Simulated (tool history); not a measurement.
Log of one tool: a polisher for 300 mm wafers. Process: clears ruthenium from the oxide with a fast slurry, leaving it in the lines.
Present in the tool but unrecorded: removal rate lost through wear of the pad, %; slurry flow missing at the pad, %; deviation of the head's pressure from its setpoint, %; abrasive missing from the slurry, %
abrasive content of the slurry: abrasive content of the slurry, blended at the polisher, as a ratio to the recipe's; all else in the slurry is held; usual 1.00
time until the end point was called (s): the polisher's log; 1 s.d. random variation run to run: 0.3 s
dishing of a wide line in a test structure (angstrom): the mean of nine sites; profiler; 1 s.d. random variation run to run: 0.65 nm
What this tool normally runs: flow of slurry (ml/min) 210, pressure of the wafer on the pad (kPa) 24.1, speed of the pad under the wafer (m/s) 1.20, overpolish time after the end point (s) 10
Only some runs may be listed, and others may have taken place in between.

run,day,flow of slurry (ml/min),pressure of the wafer on the pad (kPa),speed of the pad under the wafer (m/s),abrasive content of the slurry,overpolish time after the end point (s),wafers since the last listed run,wafers polished on this pad,hours since the slurry nozzle was cleaned,hours since the head pressure was calibrated,hours since the slurry blender was calibrated,"incoming thickness of the incoming film, nm",time until the end point was called (s),dishing of a wide line in a test structure (angstrom)
1,0.000,210,24.1,1.44,1.00,10,0,4348,521.0,845.1,387.1,191.4,30.5,455
# day 0.617: head pressure recalibrated
# day 1.892: worn pad replaced by a new one
2,3.875,210,24.1,1.04,1.00,10,678,370,614.0,78.2,480.1,188.6,36.1,390
# day 6.221: slurry nozzle cleaned
3,7.804,210,24.1,1.04,1.00,10,727,1098,38.0,172.5,574.4,190.4,36.1,388
# day 8.271: slurry blender recalibrated
4,10.154,210,24.1,1.20,1.00,10,424,1523,94.4,228.9,45.2,191.4,33.3,420
5,12.708,210,24.1,1.00,0.80,10,478,2001,155.7,290.2,106.5,188.8,40.7,347
6,16.050,210,24.1,1.00,0.80,10,625,2627,235.9,370.4,186.7,187.6,40.8,347
7,18.188,210,24.1,1.00,0.80,10,400,3027,287.2,421.7,238.0,190.7,41.7,353
8,19.829,265,24.1,1.36,1.00,10,307,3334,326.6,461.1,277.4,191.9,29.7,454
9,21.350,265,24.1,1.36,1.00,10,284,3619,363.1,497.6,313.9,191.3,30.0,454
10,23.767,265,24.1,1.36,1.00,10,452,4071,421.1,555.6,371.9,190.7,30.6,464
11,27.275,210,20.0,1.20,1.00,8,656,4728,505.3,639.8,456.1,190.7,41.8,286
# day 27.454: worn pad replaced by a new one
# day 31.429: slurry blender recalibrated
12,31.625,210,24.1,1.20,1.00,10,767,764,609.7,744.2,4.7,192.0,34.8,414
13,33.908,210,30.3,1.20,1.00,12,427,1192,664.5,799.0,59.5,190.6,27.9,566
# day 34.308: head pressure recalibrated
14,36.862,210,17.2,1.20,1.00,10,537,1729,735.4,61.3,130.4,192.6,45.6,315
15,39.675,150,24.1,1.20,1.00,14,526,2256,802.9,128.8,197.9,190.7,34.0,550
# day 39.942: slurry nozzle cleaned
16,41.646,210,21.4,1.56,1.15,6,361,2617,40.9,176.1,245.2,187.7,28.0,302
17,47.038,250,24.1,1.20,1.00,10,1009,3627,170.3,305.5,374.6,192.1,32.6,427
# day 49.458: worn pad replaced by a new one
18,50.012,210,24.1,1.44,1.00,10,525,103,241.7,376.9,446.0,187.1,28.8,478
19,54.329,245,24.1,1.20,1.00,10,808,911,345.3,480.5,549.6,188.9,32.7,421
20,56.783,210,24.1,1.20,1.00,10,459,1371,404.2,539.4,608.5,191.0,34.2,412
# day 57.429: slurry blender recalibrated
21,61.250,210,24.1,1.20,1.00,10,820,2191,511.4,646.6,91.7,191.7,34.6,407
22,62.846,210,24.1,0.90,1.00,10,298,2490,549.7,684.9,130.0,186.0,42.3,336
23,65.862,210,24.1,1.20,0.80,8,564,3055,622.1,757.3,202.4,194.0,39.3,304
24,67.546,210,24.1,1.20,1.00,7,315,3370,662.5,797.7,242.8,192.0,35.8,287
25,69.079,210,24.1,1.20,1.00,10,287,3657,699.3,834.5,279.6,192.0,36.1,399
# day 69.400: worn pad replaced by a new one
# day 70.612: head pressure recalibrated
# day 71.029: slurry nozzle cleaned
26,73.529,210,24.1,1.20,1.00,10,778,749,60.0,70.0,386.4,189.9,32.9,428
27,77.979,210,24.1,1.20,1.10,7,833,1582,166.8,176.8,493.2,189.2,31.2,317
# day 79.433: slurry blender recalibrated
28,82.179,210,24.1,1.00,0.80,10,770,2353,267.6,277.6,65.9,187.2,41.1,342
29,85.025,210,24.1,0.92,0.75,10,532,2886,335.9,345.9,134.2,188.8,46.0,309

Branching from run 29: 3 alternative next runs. What would each branch give?
A,85.042,210,24.1,1.20,1.00,10,3,2889,336.3,346.3,134.6,192.1,?,?
B,85.042,210,24.1,1.06,1.25,10,3,2889,336.3,346.3,134.6,192.1,?,?
C,85.042,210,24.1,1.20,1.15,10,3,2889,336.3,346.3,134.6,192.1,?,?

run,time until the end point was called (s),dishing of a wide line in a test structure (angstrom)
A,33.8,419
B,33.7,420
C,31.9,441
Had the tool no hidden state, the same runs would have come out as:
run,time until the end point was called (s),dishing of a wide line in a test structure (angstrom)
A,32.9,429
B,32.8,430
C,31.0,451

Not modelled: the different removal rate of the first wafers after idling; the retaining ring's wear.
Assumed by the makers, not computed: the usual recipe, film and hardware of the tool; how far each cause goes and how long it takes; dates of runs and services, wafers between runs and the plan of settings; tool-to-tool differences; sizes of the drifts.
